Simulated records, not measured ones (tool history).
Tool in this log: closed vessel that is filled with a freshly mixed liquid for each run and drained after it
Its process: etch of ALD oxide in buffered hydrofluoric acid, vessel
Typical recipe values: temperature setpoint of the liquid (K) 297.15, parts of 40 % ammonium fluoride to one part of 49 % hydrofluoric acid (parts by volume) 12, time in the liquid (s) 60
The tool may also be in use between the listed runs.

run    hour  temperature setpoint of the liquid (K)  parts of 40 % ammonium fluoride to one part of 49 % hydrofluoric acid (parts by volume)  time in the liquid (s)  read-back film thickness of the ALD oxide reference wafer, read on the same gauge (nm)  thickness taken off the ALD oxide on a monitor wafer (Å)
  1       0                                  297.15                                                                                        9                      60                                                                                  110.01                                                      1412
  2    65.7                                  300.15                                                                                       12                      60                                                                                  109.99                                                    1300.6
  3   166.1                                  298.15                                                                                       12                      75                                                                                  110.06                                                    1451.9
  4   245.1                                  298.15                                                                                       12                      75                                                                                  109.97                                                    1443.8
  5     324                                  297.15                                                                                       12                      60                                                                                  110.04                                                    1093.6
  6     393                                  297.15                                                                                       12                      60                                                                                     110                                                    1087.1
  7   484.2                                  297.15                                                                                       12                      60                                                                                  110.04                                                    1092.8
  8   528.1                                  297.15                                                                                       12                      60                                                                                     110                                                    1085.7
  9   634.4                                  297.15                                                                                       12                      60                                                                                  110.05                                                    1079.6
 10     682                                  297.15                                                                                       12                      60                                                                                  109.99                                                    1084.9
 11   770.1                                  297.15                                                                                       12                      60                                                                                     110                                                    1072.2
 12   875.9                                  297.15                                                                                       12                      60                                                                                  110.03                                                    1071.8
 13   940.6                                  297.15                                                                                       12                      80                                                                                     110                                                    1417.3
 14   978.7                                  297.15                                                                                       12                      80                                                                                  109.96                                                    1430.6
 15  1055.9                                  294.65                                                                                       12                      85                                                                                     110                                                    1307.8
 16  1146.3                                  294.65                                                                                       12                      85                                                                                  110.01                                                    1306.7
     1175.3  -- hydrofluoric acid flow meter replaced
 17  1186.8                                  297.15                                                                                       12                      60                                                                                  109.97                                                    1065.3
 18  1274.1                                  297.15                                                                                       12                      60                                                                                  109.96                                                    1063.2
 19  1378.7                                  297.15                                                                                       16                      60                                                                                  110.02                                                     804.4
     1412.1  -- thermometer replaced
     1438.5  -- gauge calibrated
 20  1481.7                                  297.15                                                                                       12                      60                                                                                  109.99                                                    1107.1
 21  1535.7                                  297.15                                                                                       12                      60                                                                                     110                                                    1112.9
 22  1615.3                                  295.65                                                                                      9.5                      45                                                                                     110                                                       946
 23  1712.4                                  297.15                                                                                       14                      35                                                                                  109.98                                                     550.8
 24  1770.9                                  299.15                                                                                       14                      85                                                                                  109.99                                                    1507.1
 25  1848.3                                  297.15                                                                                       12                      60                                                                                  109.98                                                    1097.1
 26  1942.6                                  297.15                                                                                       15                      60                                                                                  110.01                                                     872.8
 27  2030.1                                  297.15                                                                                       12                      60                                                                                  110.03                                                    1095.1
 28  2090.1                                  298.65                                                                                     14.5                      60                                                                                  109.98                                                     987.5
 29  2180.9                                  301.65                                                                                       12                      60                                                                                  110.02                                                    1384.6
 30  2244.5                                  297.15                                                                                       12                      60                                                                                  109.98                                                      1079
 31  2310.3                                  297.15                                                                                      9.5                      85                                                                                  110.04                                                    1883.5
 32  2369.9                                  297.15                                                                                     14.5                      70                                                                                  110.01                                                      1049
 33  2417.9                                  298.65                                                                                       15                      90                                                                                  110.03                                                    1407.3

Forecast each of these 5 alternatives for the next run:
  A  2418.6                                  297.15                                                                                       12                      60                                                                                       ?                                                         ?
  B  2418.6                                  292.15                                                                                      8.5                      95                                                                                       ?                                                         ?
  C  2418.6                                  295.15                                                                                       12                      60                                                                                       ?                                                         ?
  D  2418.6                                  297.15                                                                                      9.5                      30                                                                                       ?                                                         ?
  E  2418.6                                  293.15                                                                                     13.5                      95                                                                                       ?                                                         ?

run  read-back film thickness of the ALD oxide reference wafer, read on the same gauge (nm)  thickness taken off the ALD oxide on a monitor wafer (Å)
  A                                                                                  109.97                                                    1076.6
  B                                                                                  109.97                                                    1752.7
  C                                                                                  109.97                                                     964.1
  D                                                                                  109.97                                                     664.1
  E                                                                                  109.97                                                    1216.3
Had the tool no hidden state, the same runs would have come out as:
run  thickness taken off the ALD oxide on a monitor wafer (Å)
  A                                                    1117.4
  B                                                    1821.3
  C                                                    1001.1
  D                                                     689.3
  E                                                    1263.6
